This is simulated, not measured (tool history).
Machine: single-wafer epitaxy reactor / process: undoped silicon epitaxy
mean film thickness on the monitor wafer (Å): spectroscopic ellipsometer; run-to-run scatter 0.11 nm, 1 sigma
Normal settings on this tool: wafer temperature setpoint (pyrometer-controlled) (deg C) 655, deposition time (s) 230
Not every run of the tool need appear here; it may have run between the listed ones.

run,hour,wafer temperature setpoint (pyrometer-controlled) (deg C),deposition time (s),"read-back reference wafer on the same gauge, thickness_nm",mean film thickness on the monitor wafer (Å)
1,0.0,655,239,47.674,433.24
2,64.4,655,239,47.655,435.19
3,128.3,655,239,47.612,434.15
4,172.2,655,230,47.654,419.21
5,230.8,655,230,47.621,418.97
# hour 250.1: pyrometer calibrated
6,265.0,655,230,47.708,417.86
7,296.1,655,230,47.664,418.26
8,324.8,655,230,47.651,417.66
9,382.8,655,230,47.570,419.59
10,414.0,655,230,47.609,416.04
11,457.7,655,230,47.648,417.33
12,520.0,655,230,47.594,418.57
13,562.4,655,255,47.609,463.26
14,596.2,655,255,47.630,463.08
15,808.8,655,230,47.635,417.64
16,865.7,655,230,47.554,417.19
17,903.1,655,230,47.593,416.91
18,971.5,655,230,47.623,417.20
# hour 1002.1: gauge calibrated
19,1090.4,644,207,48.728,290.47
20,1130.7,660,272,48.714,569.05
21,1190.0,660,186,48.610,390.72
# hour 1260.7: pyrometer calibrated
22,1261.2,655,230,48.567,424.55
23,1321.4,666,267,48.371,645.46
24,1367.0,666,250,48.337,603.21
25,1395.1,655,230,48.359,422.84
26,1464.8,660,243,48.223,507.58
27,1526.8,655,230,48.225,422.73
28,1692.5,655,230,48.130,422.55
29,1738.0,655,230,48.064,419.89
30,1798.3,647,203,48.061,304.72
31,1853.3,667,191,48.044,467.55
32,1925.7,655,230,48.016,420.69
33,1975.3,655,230,47.975,420.80
34,2006.6,640,216,47.946,271.09
35,2036.3,659,244,47.940,490.23
36,2082.2,655,230,47.927,421.38
37,2132.6,662,276,47.961,599.90

Below are 5 alternative next runs, each starting from the tool's condition after run 37. Predict each:
A,2133.1,667,230,?,?
B,2133.1,661,214,?,?
C,2133.1,647,263,?,?
D,2133.1,655,207,?,?
E,2133.1,661,230,?,?

run,"read-back reference wafer on the same gauge, thickness_nm",mean film thickness on the monitor wafer (Å)
A,47.935,560.25
B,47.935,451.26
C,47.935,392.82
D,47.935,377.07
E,47.935,485.00
With the hidden condition removed and each run's random variation left untouched, the same runs would have given:
run,mean film thickness on the monitor wafer (Å)
A,571.81
B,460.58
C,400.93
D,384.86
E,495.01
